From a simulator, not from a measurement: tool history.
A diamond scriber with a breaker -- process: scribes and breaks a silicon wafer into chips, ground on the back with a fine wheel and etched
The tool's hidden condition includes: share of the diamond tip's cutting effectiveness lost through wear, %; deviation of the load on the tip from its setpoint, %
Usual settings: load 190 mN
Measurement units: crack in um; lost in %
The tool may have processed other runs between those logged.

run	hour	load	wafers since the last listed run	hours since the diamond tip was replaced	hours since the load on the tip was calibrated	incoming depth of the damage left on the back of the incoming wafer, um	crack	lost
1	0.0	157	0	926.9	719.4	0.52	7.54	10.17
2	15.4	202	45	942.3	734.8	0.52	9.84	1.85
3	30.0	202	42	956.9	749.4	0.61	9.84	1.80
4	44.9	190	43	971.8	764.3	0.63	9.24	3.01
5	58.3	190	39	985.2	777.7	0.77	9.29	3.26
6	66.2	190	23	993.1	785.6	0.43	9.33	2.91
7	77.6	232	33	1004.5	797.0	0.74	11.27	1.62
8	95.5	232	52	1022.4	814.9	0.47	11.08	1.74
9	105.1	190	28	1032.0	824.5	0.72	9.25	3.17
10	121.7	190	48	1048.6	841.1	0.42	9.26	3.05
11	127.8	190	17	1054.7	847.2	0.35	9.01	3.51
# hour 143.8: diamond tip replaced by a new one, of another model than before
12	144.3	190	42	0.5	863.7	0.48	10.30	1.49
13	149.1	190	14	5.3	868.5	0.64	10.55	1.27
14	166.9	229	52	23.1	886.3	0.55	12.07	3.47
15	184.5	154	51	40.7	903.9	0.71	8.89	3.59
16	191.9	190	21	48.1	911.3	0.48	10.48	1.72
17	201.7	236	28	57.9	921.1	0.41	12.25	4.15
18	217.5	145	46	73.7	936.9	0.48	8.62	5.11
19	233.8	232	47	90.0	953.2	0.32	12.06	3.47
20	248.4	160	42	104.6	967.8	0.41	9.09	3.06
21	257.7	134	27	113.9	977.1	0.56	7.84	7.87
22	270.3	153	36	126.5	989.7	0.56	8.79	3.81
# hour 276.9: load on the tip recalibrated
23	283.1	139	31	139.3	6.2	0.43	8.14	6.34
24	297.2	190	41	153.4	20.3	0.47	10.28	1.57
25	305.9	163	25	162.1	29.0	0.50	9.28	2.92
26	317.1	231	32	173.3	40.2	0.32	12.17	3.48
27	334.9	155	52	191.1	58.0	0.46	8.90	4.20

Run 28, settings as shown, results not yet in. Your forecast:
28	341.1	229	18	197.3	64.2	0.41	?	?

Run 28 came out at crack 12.10 um, lost 3.18 %.
Without the tool's hidden state the same run would have given crack 12.19 um, lost 3.36 %.
